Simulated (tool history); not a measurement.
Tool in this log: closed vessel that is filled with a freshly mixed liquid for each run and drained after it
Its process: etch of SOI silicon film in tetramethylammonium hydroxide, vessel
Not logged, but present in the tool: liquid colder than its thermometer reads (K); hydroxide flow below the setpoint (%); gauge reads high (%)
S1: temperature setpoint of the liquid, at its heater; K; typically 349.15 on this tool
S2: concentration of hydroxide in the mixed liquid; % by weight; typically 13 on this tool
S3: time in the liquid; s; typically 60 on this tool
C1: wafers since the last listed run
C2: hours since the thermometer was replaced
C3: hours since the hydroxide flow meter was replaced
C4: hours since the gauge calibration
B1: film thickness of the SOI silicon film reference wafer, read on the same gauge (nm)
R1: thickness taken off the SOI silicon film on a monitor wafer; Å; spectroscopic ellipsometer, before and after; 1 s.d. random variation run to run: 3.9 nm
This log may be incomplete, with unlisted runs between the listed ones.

{"run": 1, "day": 0.0, "S1": 343.65, "S2": 13, "S3": 60, "C1": 0, "C2": 884, "C3": 796.4, "C4": 775.5, "B1": 41.19, "R1": 3969.5}
{"run": 2, "day": 2.362, "S1": 343.65, "S2": 13, "S3": 60, "C1": 3686, "C2": 940.7, "C3": 853.1, "C4": 832.2, "B1": 41.27, "R1": 3927.1}
{"run": 3, "day": 5.604, "S1": 343.65, "S2": 13, "S3": 60, "C1": 5057, "C2": 1018.5, "C3": 930.9, "C4": 910, "B1": 41.43, "R1": 3925.9}
{"run": 4, "day": 8.921, "S1": 347.15, "S2": 13, "S3": 60, "C1": 5174, "C2": 1098.1, "C3": 1010.5, "C4": 989.6, "B1": 41.57, "R1": 4913.3}
{"run": 5, "day": 10.596, "S1": 347.15, "S2": 13, "S3": 60, "C1": 2613, "C2": 1138.3, "C3": 1050.7, "C4": 1029.8, "B1": 41.65, "R1": 4867.6}
{"run": 6, "day": 12.9, "S1": 349.15, "S2": 13, "S3": 60, "C1": 3595, "C2": 1193.6, "C3": 1106, "C4": 1085.1, "B1": 41.72, "R1": 5458.3}
{"run": 7, "day": 17.138, "S1": 346.15, "S2": 13, "S3": 60, "C1": 6611, "C2": 1295.3, "C3": 1207.7, "C4": 1186.8, "B1": 41.87, "R1": 4656.3}
{"day": 20.538, "done": "gauge calibrated"}
{"run": 8, "day": 21.188, "S1": 346.15, "S2": 13, "S3": 60, "C1": 6318, "C2": 1392.5, "C3": 1304.9, "C4": 15.6, "B1": 39.58, "R1": 4359.9}
{"run": 9, "day": 23.762, "S1": 346.15, "S2": 13, "S3": 60, "C1": 4017, "C2": 1454.3, "C3": 1366.7, "C4": 77.4, "B1": 39.69, "R1": 4378.7}
{"day": 24.404, "done": "thermometer replaced"}
{"run": 10, "day": 28.204, "S1": 354.15, "S2": 13, "S3": 60, "C1": 6865, "C2": 91.2, "C3": 1473.3, "C4": 184, "B1": 39.84, "R1": 6882.7}
{"run": 11, "day": 31.3, "S1": 354.15, "S2": 13, "S3": 60, "C1": 4830, "C2": 165.5, "C3": 1547.6, "C4": 258.3, "B1": 39.96, "R1": 6963.1}
{"run": 12, "day": 33.538, "S1": 354.15, "S2": 13, "S3": 60, "C1": 3491, "C2": 219.2, "C3": 1601.3, "C4": 312, "B1": 40.06, "R1": 6978}
{"run": 13, "day": 37.321, "S1": 349.15, "S2": 13, "S3": 75, "C1": 5902, "C2": 310, "C3": 1692.1, "C4": 402.8, "B1": 40.21, "R1": 6573.7}
{"run": 14, "day": 40.354, "S1": 349.15, "S2": 13, "S3": 75, "C1": 4732, "C2": 382.8, "C3": 1764.9, "C4": 475.6, "B1": 40.31, "R1": 6670.8}
{"run": 15, "day": 44.488, "S1": 349.15, "S2": 13, "S3": 75, "C1": 6448, "C2": 482, "C3": 1864.1, "C4": 574.8, "B1": 40.46, "R1": 6605.3}
{"run": 16, "day": 46.479, "S1": 349.15, "S2": 13, "S3": 60, "C1": 3107, "C2": 529.8, "C3": 1911.9, "C4": 622.6, "B1": 40.52, "R1": 5358.6}
{"run": 17, "day": 50.967, "S1": 341.65, "S2": 13, "S3": 85, "C1": 7001, "C2": 637.5, "C3": 2019.6, "C4": 730.3, "B1": 40.72, "R1": 4936.6}
{"run": 18, "day": 54.017, "S1": 349.15, "S2": 13, "S3": 60, "C1": 4758, "C2": 710.7, "C3": 2092.8, "C4": 803.5, "B1": 40.84, "R1": 5385.6}
{"day": 54.171, "done": "hydroxide flow meter replaced"}
{"run": 19, "day": 56.6, "S1": 349.15, "S2": 15, "S3": 60, "C1": 3965, "C2": 772.7, "C3": 58.3, "C4": 865.5, "B1": 40.97, "R1": 4955.7}
{"run": 20, "day": 58.508, "S1": 355.65, "S2": 16, "S3": 85, "C1": 2977, "C2": 818.5, "C3": 104.1, "C4": 911.3, "B1": 41.03, "R1": 9903.3}
{"run": 21, "day": 62.042, "S1": 344.65, "S2": 9.5, "S3": 60, "C1": 5512, "C2": 903.3, "C3": 188.9, "C4": 996.1, "B1": 41.13, "R1": 4702.3}
{"run": 22, "day": 66.029, "S1": 353.65, "S2": 15, "S3": 50, "C1": 6221, "C2": 999, "C3": 284.6, "C4": 1091.8, "B1": 41.31, "R1": 5395.9}
{"run": 23, "day": 68.046, "S1": 346.15, "S2": 13, "S3": 70, "C1": 3146, "C2": 1047.4, "C3": 333, "C4": 1140.2, "B1": 41.38, "R1": 5307.4}
{"run": 24, "day": 70.921, "S1": 342.65, "S2": 13, "S3": 60, "C1": 4485, "C2": 1116.4, "C3": 402, "C4": 1209.2, "B1": 41.5, "R1": 3789.7}
{"run": 25, "day": 73.8, "S1": 349.15, "S2": 15.5, "S3": 60, "C1": 4492, "C2": 1185.5, "C3": 471.1, "C4": 1278.3, "B1": 41.6, "R1": 5076.5}
{"run": 26, "day": 77.117, "S1": 357.15, "S2": 9.5, "S3": 60, "C1": 5174, "C2": 1265.1, "C3": 550.7, "C4": 1357.9, "B1": 41.75, "R1": 9760.1}
{"day": 77.625, "done": "thermometer replaced"}
{"run": 27, "day": 79.158, "S1": 349.15, "S2": 13, "S3": 60, "C1": 3120, "C2": 36.8, "C3": 599.7, "C4": 1406.9, "B1": 41.83, "R1": 5484.2}
{"day": 79.275, "done": "gauge calibrated"}
{"run": 28, "day": 83.333, "S1": 341.65, "S2": 16.5, "S3": 95, "C1": 6513, "C2": 137, "C3": 699.9, "C4": 97.4, "B1": 40.24, "R1": 4836.7}
{"run": 29, "day": 85.646, "S1": 349.15, "S2": 13, "S3": 60, "C1": 3608, "C2": 192.5, "C3": 755.4, "C4": 152.9, "B1": 40.33, "R1": 5281.3}
{"run": 30, "day": 89.55, "S1": 349.15, "S2": 12, "S3": 60, "C1": 6091, "C2": 286.2, "C3": 849.1, "C4": 246.6, "B1": 40.48, "R1": 5511.9}
{"run": 31, "day": 93.621, "S1": 345.65, "S2": 14.5, "S3": 70, "C1": 6351, "C2": 383.9, "C3": 946.8, "C4": 344.3, "B1": 40.64, "R1": 4856.7}
{"run": 32, "day": 98.1, "S1": 349.15, "S2": 13, "S3": 60, "C1": 6988, "C2": 491.4, "C3": 1054.3, "C4": 451.8, "B1": 40.77, "R1": 5361.3}
{"run": 33, "day": 101.833, "S1": 354.15, "S2": 13, "S3": 95, "C1": 5824, "C2": 581, "C3": 1143.9, "C4": 541.4, "B1": 40.92, "R1": 11255.9}
{"run": 34, "day": 103.35, "S1": 351.65, "S2": 16, "S3": 80, "C1": 2366, "C2": 617.4, "C3": 1180.3, "C4": 577.8, "B1": 40.98, "R1": 7459.2}

Predict each of these 4 candidate next runs independently; none follows another, all start after run 34:
{"run": "A", "day": 103.379, "S1": 349.15, "S2": 10.5, "S3": 60, "C1": 45, "C2": 618.1, "C3": 1181, "C4": 578.5, "B1": "?", "R1": "?"}
{"run": "B", "day": 103.379, "S1": 355.15, "S2": 16.5, "S3": 90, "C1": 45, "C2": 618.1, "C3": 1181, "C4": 578.5, "B1": "?", "R1": "?"}
{"run": "C", "day": 103.379, "S1": 349.15, "S2": 10.5, "S3": 40, "C1": 45, "C2": 618.1, "C3": 1181, "C4": 578.5, "B1": "?", "R1": "?"}
{"run": "D", "day": 103.379, "S1": 349.15, "S2": 13, "S3": 70, "C1": 45, "C2": 618.1, "C3": 1181, "C4": 578.5, "B1": "?", "R1": "?"}

run=A B1=41.01 R1=5879
run=B B1=41.01 R1=10202.7
run=C B1=41.01 R1=3919.3
run=D B1=41.01 R1=6306.6
Take away the tool's hidden state, keep each run's random variation, and the runs would have read:
run=A R1=5735.7
run=B R1=9954.1
run=C R1=3823.8
run=D R1=6152.9
